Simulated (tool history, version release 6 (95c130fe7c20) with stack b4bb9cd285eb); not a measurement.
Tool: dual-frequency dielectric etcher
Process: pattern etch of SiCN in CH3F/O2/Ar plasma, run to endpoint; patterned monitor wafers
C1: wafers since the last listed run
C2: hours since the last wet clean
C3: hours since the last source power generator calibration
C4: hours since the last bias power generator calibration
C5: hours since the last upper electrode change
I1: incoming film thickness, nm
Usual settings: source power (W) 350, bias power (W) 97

{"run": 1, "hour": 0.0, "source power (W)": 350, "bias power (W)": 90, "C1": 0, "C2": 219.3, "C3": 3271.5, "C4": 3034.2, "C5": 1711.9, "I1": 7.23, "endpoint time (s)": 16.7}
{"run": 2, "hour": 51.4, "source power (W)": 350, "bias power (W)": 90, "C1": 795, "C2": 270.7, "C3": 3322.9, "C4": 3085.6, "C5": 1763.3, "I1": 7.29, "endpoint time (s)": 16.8}
{"run": 3, "hour": 129.2, "source power (W)": 350, "bias power (W)": 97, "C1": 1203, "C2": 348.5, "C3": 3400.7, "C4": 3163.4, "C5": 1841.1, "I1": 7.31, "endpoint time (s)": 16.4}
{"run": 4, "hour": 208.0, "source power (W)": 350, "bias power (W)": 97, "C1": 1219, "C2": 427.3, "C3": 3479.5, "C4": 3242.2, "C5": 1919.9, "I1": 7.27, "endpoint time (s)": 16.1}
{"hour": 306.5, "done": "wet clean of the chamber"}
{"run": 5, "hour": 307.0, "source power (W)": 350, "bias power (W)": 97, "C1": 1160, "C2": 0.5, "C3": 3578.5, "C4": 3341.2, "C5": 2018.9, "I1": 7.3, "endpoint time (s)": 17.1}
{"run": 6, "hour": 374.4, "source power (W)": 390, "bias power (W)": 97, "C1": 1042, "C2": 67.9, "C3": 3645.9, "C4": 3408.6, "C5": 2086.3, "I1": 7.31, "endpoint time (s)": 16.6}
{"hour": 408.3, "done": "source power generator calibrated"}
{"run": 7, "hour": 481.8, "source power (W)": 320, "bias power (W)": 90, "C1": 1599, "C2": 175.3, "C3": 73.5, "C4": 3516.0, "C5": 2193.7, "I1": 7.28, "endpoint time (s)": 17.4}
{"hour": 510.3, "done": "upper electrode replaced"}
{"run": 8, "hour": 553.2, "source power (W)": 310, "bias power (W)": 113, "C1": 733, "C2": 246.7, "C3": 144.9, "C4": 3587.4, "C5": 42.9, "I1": 7.29, "endpoint time (s)": 16.0}
{"run": 9, "hour": 654.5, "source power (W)": 270, "bias power (W)": 74, "C1": 1567, "C2": 348.0, "C3": 246.2, "C4": 3688.7, "C5": 144.2, "I1": 7.33, "endpoint time (s)": 19.3}
{"hour": 723.6, "done": "wet clean of the chamber"}
{"run": 10, "hour": 724.1, "source power (W)": 330, "bias power (W)": 105, "C1": 705, "C2": 0.5, "C3": 315.8, "C4": 3758.3, "C5": 213.8, "I1": 7.33, "endpoint time (s)": 16.7}
{"run": 11, "hour": 845.9, "source power (W)": 350, "bias power (W)": 90, "C1": 1884, "C2": 122.3, "C3": 437.6, "C4": 3880.1, "C5": 335.6, "I1": 7.27, "endpoint time (s)": 17.2}
{"run": 12, "hour": 895.6, "source power (W)": 350, "bias power (W)": 97, "C1": 768, "C2": 172.0, "C3": 487.3, "C4": 3929.8, "C5": 385.3, "I1": 7.25, "endpoint time (s)": 16.6}
{"hour": 932.3, "done": "bias power generator calibrated"}
{"run": 13, "hour": 939.7, "source power (W)": 310, "bias power (W)": 104, "C1": 620, "C2": 216.1, "C3": 531.4, "C4": 7.4, "C5": 429.4, "I1": 7.27, "endpoint time (s)": 16.4}
{"run": 14, "hour": 1008.6, "source power (W)": 420, "bias power (W)": 111, "C1": 1066, "C2": 285.0, "C3": 600.3, "C4": 76.3, "C5": 498.3, "I1": 7.3, "endpoint time (s)": 14.9}
{"run": 15, "hour": 1139.4, "source power (W)": 290, "bias power (W)": 114, "C1": 2023, "C2": 415.8, "C3": 731.1, "C4": 207.1, "C5": 629.1, "I1": 7.37, "endpoint time (s)": 16.0}
{"hour": 1171.4, "done": "wet clean of the chamber"}
{"run": 16, "hour": 1199.3, "source power (W)": 430, "bias power (W)": 115, "C1": 555, "C2": 27.9, "C3": 791.0, "C4": 267.0, "C5": 689.0, "I1": 7.33, "endpoint time (s)": 15.1}

The same runs without the tool's hidden state, with the same run-to-run variation:
The hidden state here: etch rate over this chamber's usual, %; source power that arrives over what is set, %; bias power that arrives over what is set, %.
run=1 endpoint_time_(s)=17.1
run=2 endpoint_time_(s)=17.3
run=3 endpoint_time_(s)=17.0
run=4 endpoint_time_(s)=16.8
run=5 endpoint_time_(s)=17.0
run=6 endpoint_time_(s)=16.6
run=7 endpoint_time_(s)=17.6
run=8 endpoint_time_(s)=16.3
run=9 endpoint_time_(s)=19.8
run=10 endpoint_time_(s)=16.7
run=11 endpoint_time_(s)=17.4
run=12 endpoint_time_(s)=16.9
run=13 endpoint_time_(s)=16.8
run=14 endpoint_time_(s)=15.4
run=15 endpoint_time_(s)=16.7
run=16 endpoint_time_(s)=15.2
